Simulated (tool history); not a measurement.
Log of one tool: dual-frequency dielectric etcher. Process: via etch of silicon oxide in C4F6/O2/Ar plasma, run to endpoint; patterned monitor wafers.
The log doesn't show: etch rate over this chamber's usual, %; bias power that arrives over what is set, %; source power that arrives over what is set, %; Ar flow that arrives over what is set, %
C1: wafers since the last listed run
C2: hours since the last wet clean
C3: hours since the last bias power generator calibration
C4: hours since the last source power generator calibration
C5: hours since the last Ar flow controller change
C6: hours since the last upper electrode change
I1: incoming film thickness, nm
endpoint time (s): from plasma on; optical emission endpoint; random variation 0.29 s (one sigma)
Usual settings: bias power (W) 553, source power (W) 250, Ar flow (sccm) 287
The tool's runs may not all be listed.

{"run": 1, "hour": 0.0, "bias power (W)": 553, "source power (W)": 220, "Ar flow (sccm)": 258, "C1": 0, "C2": 322.1, "C3": 2917.5, "C4": 1604.1, "C5": 4040.2, "C6": 3907.5, "I1": 169.4, "endpoint time (s)": 42.4}
{"run": 2, "hour": 19.6, "bias power (W)": 553, "source power (W)": 220, "Ar flow (sccm)": 258, "C1": 168, "C2": 341.7, "C3": 2937.1, "C4": 1623.7, "C5": 4059.8, "C6": 3927.1, "I1": 168.9, "endpoint time (s)": 41.7}
{"run": 3, "hour": 45.9, "bias power (W)": 553, "source power (W)": 250, "Ar flow (sccm)": 287, "C1": 225, "C2": 368.0, "C3": 2963.4, "C4": 1650.0, "C5": 4086.1, "C6": 3953.4, "I1": 169.5, "endpoint time (s)": 39.5}
{"hour": 82.5, "done": "wet clean of the chamber"}
{"run": 4, "hour": 83.0, "bias power (W)": 553, "source power (W)": 250, "Ar flow (sccm)": 287, "C1": 112, "C2": 0.5, "C3": 3000.5, "C4": 1687.1, "C5": 4123.2, "C6": 3990.5, "I1": 171.3, "endpoint time (s)": 42.0}
{"run": 5, "hour": 100.2, "bias power (W)": 553, "source power (W)": 250, "Ar flow (sccm)": 287, "C1": 147, "C2": 17.7, "C3": 3017.7, "C4": 1704.3, "C5": 4140.4, "C6": 4007.7, "I1": 170.3, "endpoint time (s)": 41.6}
{"run": 6, "hour": 125.1, "bias power (W)": 553, "source power (W)": 250, "Ar flow (sccm)": 287, "C1": 213, "C2": 42.6, "C3": 3042.6, "C4": 1729.2, "C5": 4165.3, "C6": 4032.6, "I1": 170.1, "endpoint time (s)": 41.1}
{"run": 7, "hour": 144.1, "bias power (W)": 553, "source power (W)": 250, "Ar flow (sccm)": 287, "C1": 163, "C2": 61.6, "C3": 3061.6, "C4": 1748.2, "C5": 4184.3, "C6": 4051.6, "I1": 169.8, "endpoint time (s)": 41.1}
{"run": 8, "hour": 164.6, "bias power (W)": 501, "source power (W)": 250, "Ar flow (sccm)": 308, "C1": 176, "C2": 82.1, "C3": 3082.1, "C4": 1768.7, "C5": 4204.8, "C6": 4072.1, "I1": 170.0, "endpoint time (s)": 42.8}
{"run": 9, "hour": 190.0, "bias power (W)": 590, "source power (W)": 250, "Ar flow (sccm)": 257, "C1": 218, "C2": 107.5, "C3": 3107.5, "C4": 1794.1, "C5": 4230.2, "C6": 4097.5, "I1": 169.0, "endpoint time (s)": 38.9}
{"run": 10, "hour": 217.5, "bias power (W)": 492, "source power (W)": 290, "Ar flow (sccm)": 267, "C1": 236, "C2": 135.0, "C3": 3135.0, "C4": 1821.6, "C5": 4257.7, "C6": 4125.0, "I1": 171.6, "endpoint time (s)": 40.1}
{"hour": 260.8, "done": "upper electrode replaced"}
{"run": 11, "hour": 261.3, "bias power (W)": 553, "source power (W)": 250, "Ar flow (sccm)": 287, "C1": 170, "C2": 178.8, "C3": 3178.8, "C4": 1865.4, "C5": 4301.5, "C6": 0.5, "I1": 169.9, "endpoint time (s)": 41.1}
{"hour": 340.5, "done": "bias power generator calibrated"}
{"run": 12, "hour": 340.9, "bias power (W)": 666, "source power (W)": 200, "Ar flow (sccm)": 327, "C1": 649, "C2": 258.4, "C3": 0.4, "C4": 1945.0, "C5": 4381.1, "C6": 80.1, "I1": 170.4, "endpoint time (s)": 43.4}
{"run": 13, "hour": 360.1, "bias power (W)": 553, "source power (W)": 250, "Ar flow (sccm)": 287, "C1": 164, "C2": 277.6, "C3": 19.6, "C4": 1964.2, "C5": 4400.3, "C6": 99.3, "I1": 170.3, "endpoint time (s)": 39.9}
{"run": 14, "hour": 386.5, "bias power (W)": 553, "source power (W)": 300, "Ar flow (sccm)": 287, "C1": 226, "C2": 304.0, "C3": 46.0, "C4": 1990.6, "C5": 4426.7, "C6": 125.7, "I1": 169.7, "endpoint time (s)": 36.6}
{"run": 15, "hour": 404.4, "bias power (W)": 553, "source power (W)": 250, "Ar flow (sccm)": 287, "C1": 153, "C2": 321.9, "C3": 63.9, "C4": 2008.5, "C5": 4444.6, "C6": 143.6, "I1": 170.6, "endpoint time (s)": 39.6}

The next listed run, before its measurement:
{"hour": 433.5, "done": "Ar flow controller replaced"}
{"run": 16, "hour": 434.0, "bias power (W)": 645, "source power (W)": 250, "Ar flow (sccm)": 218, "C1": 202, "C2": 351.5, "C3": 93.5, "C4": 2038.1, "C5": 0.5, "C6": 173.2, "I1": 169.7, "endpoint time (s)": "?"}

{"run 16": {"endpoint time (s)": 36.6}}
Without the tool's hidden state the same run would have given endpoint time (s) 37.8.
